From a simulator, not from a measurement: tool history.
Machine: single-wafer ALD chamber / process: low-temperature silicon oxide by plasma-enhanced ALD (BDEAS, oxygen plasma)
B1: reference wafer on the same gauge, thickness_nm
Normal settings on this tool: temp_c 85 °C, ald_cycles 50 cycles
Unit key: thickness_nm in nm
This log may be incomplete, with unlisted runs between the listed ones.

{"run": 1, "hour": 0.0, "temp_c": 85, "ald_cycles": 50, "B1": 6.856, "thickness_nm": 7.704}
{"run": 2, "hour": 60.7, "temp_c": 85, "ald_cycles": 50, "B1": 6.859, "thickness_nm": 7.675}
{"run": 3, "hour": 164.1, "temp_c": 85, "ald_cycles": 50, "B1": 6.854, "thickness_nm": 7.695}
{"run": 4, "hour": 239.1, "temp_c": 85, "ald_cycles": 50, "B1": 6.86, "thickness_nm": 7.71}
{"run": 5, "hour": 294.7, "temp_c": 80, "ald_cycles": 50, "B1": 6.867, "thickness_nm": 7.828}
{"run": 6, "hour": 401.3, "temp_c": 96, "ald_cycles": 56, "B1": 6.862, "thickness_nm": 8.266}
{"run": 7, "hour": 471.2, "temp_c": 85, "ald_cycles": 44, "B1": 6.859, "thickness_nm": 6.755}
{"run": 8, "hour": 550.3, "temp_c": 85, "ald_cycles": 50, "B1": 6.858, "thickness_nm": 7.715}
{"hour": 609.5, "done": "thermocouple changed; heater temperature recalibrated"}
{"run": 9, "hour": 651.8, "temp_c": 100, "ald_cycles": 44, "B1": 6.862, "thickness_nm": 6.515}
{"hour": 659.6, "done": "gauge calibrated"}
{"run": 10, "hour": 706.0, "temp_c": 85, "ald_cycles": 50, "B1": 6.858, "thickness_nm": 7.824}
{"run": 11, "hour": 801.0, "temp_c": 85, "ald_cycles": 50, "B1": 6.862, "thickness_nm": 7.787}
{"run": 12, "hour": 872.0, "temp_c": 73, "ald_cycles": 50, "B1": 6.86, "thickness_nm": 8.135}
{"run": 13, "hour": 937.3, "temp_c": 95, "ald_cycles": 50, "B1": 6.857, "thickness_nm": 7.506}
{"run": 14, "hour": 1037.7, "temp_c": 98, "ald_cycles": 57, "B1": 6.861, "thickness_nm": 8.465}
{"run": 15, "hour": 1226.4, "temp_c": 76, "ald_cycles": 59, "B1": 6.862, "thickness_nm": 9.533}
{"run": 16, "hour": 1312.7, "temp_c": 85, "ald_cycles": 58, "B1": 6.858, "thickness_nm": 9.001}

Estimate the outcome of run 17 from the log above:
{"run": 17, "hour": 1393.2, "temp_c": 73, "ald_cycles": 46, "B1": "?", "thickness_nm": "?"}

B1: 6.859
thickness_nm: 7.463 nm
The same run, on a tool lacking any hidden state, would have yielded thickness_nm 7.543 nm.
